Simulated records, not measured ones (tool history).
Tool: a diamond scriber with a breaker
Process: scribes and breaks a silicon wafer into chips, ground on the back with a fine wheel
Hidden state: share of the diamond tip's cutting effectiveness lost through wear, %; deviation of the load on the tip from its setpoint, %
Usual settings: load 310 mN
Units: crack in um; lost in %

run	day	load	wafers since the last listed run	hours since the diamond tip was replaced	hours since the load on the tip was calibrated	incoming depth of the damage left on the back of the incoming wafer, um	crack	lost
1	0	350	0	146.1	228.4	2.42	8.33	4.59
2	2.504	350	138	206.2	288.5	2.52	8.1	4.35
3	4.212	375	94	247.2	329.5	2.51	8.7	6.46
4	5.233	259	56	271.7	354	2.5	5.79	15.33
5	7.242	310	111	319.9	402.2	1.58	7.16	1.92
6	9.317	271	114	369.7	452	2.7	5.91	15.31
7	10.358	271	57	394.7	477	2.76	5.94	16.35
8	12.225	271	103	439.5	521.8	1.85	5.92	14.04
9	13.375	310	63	467.1	549.4	2.85	6.64	9.1
10	15.071	310	93	507.8	590.1	2.46	6.37	8.7
# day 16.604: diamond tip replaced by a new one
11	17.625	337	136	24.5	651.4	1.82	7.88	2.41
12	20.25	310	145	87.5	714.4	2.47	7.31	3.84
13	21.792	310	85	124.5	751.4	2.82	7.26	5.74
14	24.496	310	149	189.4	816.3	1.54	7.23	1.54
15	26.221	254	95	230.8	857.7	1.5	5.91	12.57
16	27.396	254	65	259	885.9	2.14	5.6	16.56
17	29.588	287	121	311.6	938.5	1.76	6.32	6.78
18	31.817	287	123	365.1	992	2.92	6.27	13.83
19	33.196	287	76	398.2	1025.1	2.12	6.47	9.72
# day 34.142: load on the tip recalibrated
20	34.279	354	55	424.2	3.3	2.62	7.47	4.27
# day 36.683: diamond tip replaced by a new one
21	36.996	383	145	7.5	68.5	2.53	8.8	7.46
22	39.246	310	124	61.5	122.5	1.92	7.1	2.18
23	40.662	368	78	95.5	156.5	2.34	8.65	4.96
24	42.346	376	93	135.9	196.9	2.46	8.69	5.13
25	44.8	219	135	194.8	255.8	2.3	4.88	34.32
26	46.817	310	111	243.2	304.2	2.13	7.06	4.14
27	47.929	310	61	269.9	330.9	1.56	6.98	2.45
28	50.625	364	149	334.6	395.6	2.99	7.59	5.7
29	52.871	393	124	388.5	449.5	1.92	8.27	3.61
# day 54.812: diamond tip replaced by a new one
30	55.133	357	120	7.7	503.8	2.37	8.17	4.96
31	58.1	372	164	78.9	575	1.76	8.78	5.71
32	60.671	363	142	140.6	636.7	2.54	8.68	6.1
33	63.442	310	153	207.1	703.2	2.48	7.45	4
34	64.975	397	84	243.9	740	2.4	9.04	8.71
35	66.25	399	70	274.5	770.6	2.48	8.96	9.07
36	69.146	310	160	344	840.1	2.24	6.89	4.26
37	70.283	310	62	371.3	867.4	1.58	7.12	2.67
38	71.646	232	75	404	900.1	2.94	4.86	38.73
39	72.85	342	66	432.9	929	1.94	7.36	2.12
40	73.883	310	57	457.7	953.8	2.75	6.58	10.18
41	76.225	310	129	513.9	1010	2.3	6.28	8.35

Hidden state at the last listed run before each entry between runs and at the first one after, where it differs:
Between runs 10 and 11: diamond tip replaced by a new one (day 16.604)
  share of the diamond tip's cutting effectiveness lost through wear, %: 18.9 -> 2.94
  measured less the result without the state, crack: -0.95 -> -0.16 um; lost: +5.06 -> -0.51 %
Between runs 19 and 20: load on the tip recalibrated (day 34.142)
  share of the diamond tip's cutting effectiveness lost through wear, %: 14.3 -> 15.8
  measured less the result without the state, crack: -0.7 -> -0.91 um; lost: +5.6 -> -1.79 %
Between runs 20 and 21: diamond tip replaced by a new one (day 36.683)
  share of the diamond tip's cutting effectiveness lost through wear, %: 15.8 -> 5.16
  measured less the result without the state, crack: -0.91 -> -0.31 um; lost: -1.79 -> -2.04 %
Between runs 29 and 30: diamond tip replaced by a new one (day 54.812)
  share of the diamond tip's cutting effectiveness lost through wear, %: 16 -> 1.66
  measured less the result without the state, crack: -1.02 -> -0.1 um; lost: -6.48 -> -0.44 %
